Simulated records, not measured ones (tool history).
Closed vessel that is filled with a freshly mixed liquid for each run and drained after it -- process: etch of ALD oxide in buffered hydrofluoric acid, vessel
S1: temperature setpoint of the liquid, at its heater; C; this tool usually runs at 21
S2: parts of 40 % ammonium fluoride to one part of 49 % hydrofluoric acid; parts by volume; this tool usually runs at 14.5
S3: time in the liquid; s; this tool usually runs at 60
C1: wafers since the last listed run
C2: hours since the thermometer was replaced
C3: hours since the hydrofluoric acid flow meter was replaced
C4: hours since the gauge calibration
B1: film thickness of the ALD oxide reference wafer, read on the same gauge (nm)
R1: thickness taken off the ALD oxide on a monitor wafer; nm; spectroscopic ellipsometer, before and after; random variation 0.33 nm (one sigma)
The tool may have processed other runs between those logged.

run,hour,S1,S2,S3,C1,C2,C3,C4,B1,R1
1,0,23.5,14.5,60,0,1981.5,1364.7,0.3,110.02,47.89
2,52,23.5,14.5,60,5301,2033.5,1416.7,52.3,109.96,48.21
3,87.8,23.5,14.5,60,3649,2069.3,1452.5,88.1,110.01,48.15
4,147.9,23,16.5,60,6126,2129.4,1512.6,148.2,109.98,41.09
5,173,23,16.5,60,2558,2154.5,1537.7,173.3,109.99,40.71
6,302.2,21,14.5,85,13171,2283.7,1666.9,302.5,110.01,57.98
7,356.1,21,18,60,5494,2337.6,1720.8,356.4,109.96,33.41
8,411.3,21,18,60,5627,2392.8,1776,411.6,109.97,33.23
9,445.3,21,14.5,60,3466,2426.8,1810,445.6,110,40.55
# hour 464.8: gauge calibrated
10,497.9,21,14.5,70,5362,2479.4,1862.6,33.1,110.01,47.62
11,567.1,18.5,18.5,80,7054,2548.6,1931.8,102.3,109.96,37.44
12,601,21,14.5,80,3455,2582.5,1965.7,136.2,109.99,53.87
# hour 624.1: hydrofluoric acid flow meter replaced
13,669.5,22.5,19.5,60,6881,2651,45.4,204.7,109.98,36.33
# hour 671.4: thermometer replaced
14,711.7,19.5,12,35,4200,40.3,87.6,246.9,110.03,28.59
15,739.9,21,11.5,60,2874,68.5,115.8,275.1,109.99,56.1
16,786,23,17,90,4699,114.6,161.9,321.2,109.99,63.14
17,823.7,21,14.5,40,3843,152.3,199.6,358.9,110.02,29.64
18,888.3,21,18,60,6585,216.9,264.2,423.5,110.01,35.75

Alternative continuations, all from the tool just after run 18; predict every row:
A,889,21,18.5,60,71,217.6,264.9,424.2,?,?
B,889,21,9.5,95,71,217.6,264.9,424.2,?,?
C,889,23,19,60,71,217.6,264.9,424.2,?,?
D,889,19,14.5,60,71,217.6,264.9,424.2,?,?
E,889,25,9,60,71,217.6,264.9,424.2,?,?

run,B1,R1
A,110.02,34.69
B,110.02,104.75
C,110.02,37.75
D,110.02,39.42
E,110.02,85.25
With the hidden condition removed and each run's random variation left untouched, the same runs would have given:
run,R1
A,35.65
B,106.59
C,38.79
D,40.51
E,86.74
